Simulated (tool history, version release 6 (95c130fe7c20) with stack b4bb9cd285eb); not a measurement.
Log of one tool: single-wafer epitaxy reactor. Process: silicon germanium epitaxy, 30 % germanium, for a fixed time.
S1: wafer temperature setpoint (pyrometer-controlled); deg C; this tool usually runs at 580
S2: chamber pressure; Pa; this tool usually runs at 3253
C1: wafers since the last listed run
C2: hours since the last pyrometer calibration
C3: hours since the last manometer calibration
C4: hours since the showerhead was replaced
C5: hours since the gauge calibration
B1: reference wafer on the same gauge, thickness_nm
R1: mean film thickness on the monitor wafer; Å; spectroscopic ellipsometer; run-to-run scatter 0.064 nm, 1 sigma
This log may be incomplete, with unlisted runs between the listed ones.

{"run": 1, "hour": 0.0, "S1": 580, "S2": 3253, "C1": 0, "C2": 1332.9, "C3": 2153, "C4": 7826.3, "C5": 238.9, "B1": 45.098, "R1": 403.9}
{"run": 2, "hour": 9.5, "S1": 580, "S2": 3253, "C1": 143, "C2": 1342.4, "C3": 2162.5, "C4": 7835.8, "C5": 248.4, "B1": 45.117, "R1": 402.13}
{"run": 3, "hour": 17.2, "S1": 580, "S2": 3253, "C1": 116, "C2": 1350.1, "C3": 2170.2, "C4": 7843.5, "C5": 256.1, "B1": 45.098, "R1": 404.17}
{"run": 4, "hour": 27.5, "S1": 580, "S2": 3253, "C1": 155, "C2": 1360.4, "C3": 2180.5, "C4": 7853.8, "C5": 266.4, "B1": 45.105, "R1": 403.33}
{"run": 5, "hour": 34.9, "S1": 585, "S2": 3253, "C1": 111, "C2": 1367.8, "C3": 2187.9, "C4": 7861.2, "C5": 273.8, "B1": 45.11, "R1": 448.91}
{"run": 6, "hour": 48.7, "S1": 580, "S2": 3253, "C1": 208, "C2": 1381.6, "C3": 2201.7, "C4": 7875, "C5": 287.6, "B1": 45.097, "R1": 402.93}
{"run": 7, "hour": 63.7, "S1": 580, "S2": 3253, "C1": 227, "C2": 1396.6, "C3": 2216.7, "C4": 7890, "C5": 302.6, "B1": 45.092, "R1": 402.88}
{"run": 8, "hour": 72.3, "S1": 580, "S2": 3253, "C1": 130, "C2": 1405.2, "C3": 2225.3, "C4": 7898.6, "C5": 311.2, "B1": 45.11, "R1": 403.27}
{"run": 9, "hour": 90.0, "S1": 576, "S2": 2613, "C1": 267, "C2": 1422.9, "C3": 2243, "C4": 7916.3, "C5": 328.9, "B1": 45.103, "R1": 337.08}
{"run": 10, "hour": 96.7, "S1": 580, "S2": 3253, "C1": 101, "C2": 1429.6, "C3": 2249.7, "C4": 7923, "C5": 335.6, "B1": 45.107, "R1": 402.63}
{"run": 11, "hour": 110.1, "S1": 589, "S2": 2653, "C1": 202, "C2": 1443, "C3": 2263.1, "C4": 7936.4, "C5": 349, "B1": 45.094, "R1": 451.21}
{"run": 12, "hour": 123.7, "S1": 580, "S2": 3253, "C1": 205, "C2": 1456.6, "C3": 2276.7, "C4": 7950, "C5": 362.6, "B1": 45.108, "R1": 402.09}
{"run": 13, "hour": 138.6, "S1": 583, "S2": 3720, "C1": 225, "C2": 1471.5, "C3": 2291.6, "C4": 7964.9, "C5": 377.5, "B1": 45.103, "R1": 453.18}
{"hour": 152.2, "done": "showerhead replaced"}
{"run": 14, "hour": 152.7, "S1": 580, "S2": 3253, "C1": 92, "C2": 1485.6, "C3": 2305.7, "C4": 0.5, "C5": 391.6, "B1": 45.109, "R1": 401.96}
{"run": 15, "hour": 155.5, "S1": 580, "S2": 3560, "C1": 42, "C2": 1488.4, "C3": 2308.5, "C4": 3.3, "C5": 394.4, "B1": 45.1, "R1": 416.66}
{"hour": 166.8, "done": "gauge calibrated"}
{"run": 16, "hour": 170.3, "S1": 580, "S2": 3666, "C1": 223, "C2": 1503.2, "C3": 2323.3, "C4": 18.1, "C5": 3.5, "B1": 45.102, "R1": 421.88}
{"run": 17, "hour": 183.7, "S1": 574, "S2": 3693, "C1": 202, "C2": 1516.6, "C3": 2336.7, "C4": 31.5, "C5": 16.9, "B1": 45.099, "R1": 370.23}
{"run": 18, "hour": 192.7, "S1": 567, "S2": 3640, "C1": 136, "C2": 1525.6, "C3": 2345.7, "C4": 40.5, "C5": 25.9, "B1": 45.086, "R1": 314.19}
{"run": 19, "hour": 209.5, "S1": 580, "S2": 3253, "C1": 254, "C2": 1542.4, "C3": 2362.5, "C4": 57.3, "C5": 42.7, "B1": 45.105, "R1": 402.05}
{"run": 20, "hour": 221.7, "S1": 580, "S2": 3253, "C1": 184, "C2": 1554.6, "C3": 2374.7, "C4": 69.5, "C5": 54.9, "B1": 45.097, "R1": 402.07}
{"run": 21, "hour": 233.3, "S1": 594, "S2": 3946, "C1": 175, "C2": 1566.2, "C3": 2386.3, "C4": 81.1, "C5": 66.5, "B1": 45.097, "R1": 586.64}
{"hour": 245.2, "done": "capacitance manometer re-zeroed and calibrated"}
{"run": 22, "hour": 248.2, "S1": 580, "S2": 2880, "C1": 104, "C2": 1581.1, "C3": 3, "C4": 96, "C5": 81.4, "B1": 45.097, "R1": 383.35}
{"run": 23, "hour": 262.4, "S1": 574, "S2": 3520, "C1": 214, "C2": 1595.3, "C3": 17.2, "C4": 110.2, "C5": 95.6, "B1": 45.092, "R1": 363.73}
{"run": 24, "hour": 275.9, "S1": 595, "S2": 3253, "C1": 204, "C2": 1608.8, "C3": 30.7, "C4": 123.7, "C5": 109.1, "B1": 45.11, "R1": 556.86}
{"hour": 297.9, "done": "pyrometer calibrated"}
{"run": 25, "hour": 298.4, "S1": 568, "S2": 2680, "C1": 219, "C2": 0.5, "C3": 53.2, "C4": 146.2, "C5": 131.6, "B1": 45.099, "R1": 299.7}
{"run": 26, "hour": 300.9, "S1": 568, "S2": 3573, "C1": 37, "C2": 3, "C3": 55.7, "C4": 148.7, "C5": 134.1, "B1": 45.115, "R1": 336.35}
{"run": 27, "hour": 310.3, "S1": 580, "S2": 3666, "C1": 142, "C2": 12.4, "C3": 65.1, "C4": 158.1, "C5": 143.5, "B1": 45.108, "R1": 443.4}
{"run": 28, "hour": 326.6, "S1": 587, "S2": 3680, "C1": 246, "C2": 28.7, "C3": 81.4, "C4": 174.4, "C5": 159.8, "B1": 45.103, "R1": 514.42}
{"run": 29, "hour": 375.9, "S1": 580, "S2": 3253, "C1": 746, "C2": 78, "C3": 130.7, "C4": 223.7, "C5": 209.1, "B1": 45.101, "R1": 418.2}
{"run": 30, "hour": 382.5, "S1": 567, "S2": 3906, "C1": 99, "C2": 84.6, "C3": 137.3, "C4": 230.3, "C5": 215.7, "B1": 45.095, "R1": 337.3}
{"run": 31, "hour": 398.6, "S1": 580, "S2": 3253, "C1": 243, "C2": 100.7, "C3": 153.4, "C4": 246.4, "C5": 231.8, "B1": 45.096, "R1": 418.1}

Across each entry between runs, compare the hidden state at the last listed run before it with the hidden state at the first listed run after it:
From run 13 to run 14: showerhead replaced (hour 152.2)
  the hidden state is the same at both runs
  the result without the hidden state subtracted from the measured one, R1: -28.59 -> -25.61 Å
From run 15 to run 16: gauge calibrated (hour 166.8)
  wafer temperature above the value expected at the setpoint (K): -2.82 -> -2.83
  the result without the hidden state subtracted from the measured one, R1: -26.55 -> -26.92 Å
From run 21 to run 22: capacitance manometer re-zeroed and calibrated (hour 245.2)
  wafer temperature above the value expected at the setpoint (K): -2.84 -> -2.85
  the result without the hidden state subtracted from the measured one, R1: -36.27 -> -24.67 Å
From run 24 to run 25: pyrometer calibrated (hour 297.9)
  wafer temperature above the value expected at the setpoint (K): -2.85 -> -0.595
  the result without the hidden state subtracted from the measured one, R1: -34.47 -> -4.05 Å
